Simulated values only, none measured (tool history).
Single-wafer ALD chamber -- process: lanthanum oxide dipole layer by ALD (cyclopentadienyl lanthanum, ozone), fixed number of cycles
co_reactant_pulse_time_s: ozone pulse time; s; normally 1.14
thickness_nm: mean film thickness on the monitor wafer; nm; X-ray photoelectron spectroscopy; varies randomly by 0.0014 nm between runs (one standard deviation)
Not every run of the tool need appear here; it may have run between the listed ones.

run   hour  co_reactant_pulse_time_s  read-back reference wafer on the same gauge, thickness_nm  thickness_nm
  1    0.0                      1.14                                                      0.558         0.556
  2   32.9                      1.14                                                      0.558         0.555
  3   53.4                      1.14                                                      0.558         0.555
  4   81.3                      1.14                                                      0.558         0.553
  5  108.7                      1.14                                                      0.558         0.554
  6  121.5                      1.14                                                      0.558         0.557
  7  145.2                      1.14                                                      0.558         0.555
  8  178.0                      1.32                                                      0.558         0.569
     189.3  -- thermocouple changed; heater temperature recalibrated
  9  191.8                      1.14                                                      0.558         0.556
     208.0  -- gauge calibrated
 10  273.0                      1.14                                                      0.558         0.555
 11  299.1                      1.14                                                      0.558         0.555
 12  316.6                      1.34                                                      0.558         0.572
 13  337.5                      1.29                                                      0.558         0.567
 14  362.7                      1.35                                                      0.558         0.573
 15  406.0                      0.74                                                      0.558         0.503
 16  441.2                      1.28                                                      0.558         0.565
 17  455.4                      0.75                                                      0.558         0.502
 18  470.9                      1.46                                                      0.558         0.580
 19  487.9                      1.30                                                      0.558         0.568
     505.3  -- ozone generator serviced
     508.2  -- showerhead replaced
 20  508.7                      1.14                                                      0.558         0.561
 21  532.6                      0.86                                                      0.558         0.530
 22  554.0                      1.14                                                      0.558         0.559
 23  577.1                      1.14                                                      0.558         0.561
 24  599.4                      1.14                                                      0.558         0.559
 25  629.4                      1.52                                                      0.558         0.586
 26  662.3                      0.87                                                      0.558         0.527
 27  714.5                      1.54                                                      0.558         0.585
 28  732.4                      1.56                                                      0.558         0.583
 29  757.7                      0.71                                                      0.558         0.499
 30  785.8                      0.85                                                      0.558         0.521
 31  815.9                      0.79                                                      0.558         0.513
 32  833.1                      1.14                                                      0.558         0.555
 33  851.9                      1.37                                                      0.558         0.577
 34  865.9                      0.91                                                      0.558         0.533

Here are 4 independent what-if runs from the current tool condition. What would each one return?
  A  866.3                      1.57                                                          ?             ?
  B  866.3                      0.84                                                          ?             ?
  C  866.3                      1.58                                                          ?             ?
  D  866.3                      1.59                                                          ?             ?

run  read-back reference wafer on the same gauge, thickness_nm  thickness_nm
  A                                                      0.558         0.586
  B                                                      0.558         0.521
  C                                                      0.558         0.587
  D                                                      0.558         0.587
The same runs, with their run-to-run variation unchanged, on a tool lacking any hidden condition would have given:
run  thickness_nm
  A         0.589
  B         0.526
  C         0.590
  D         0.590
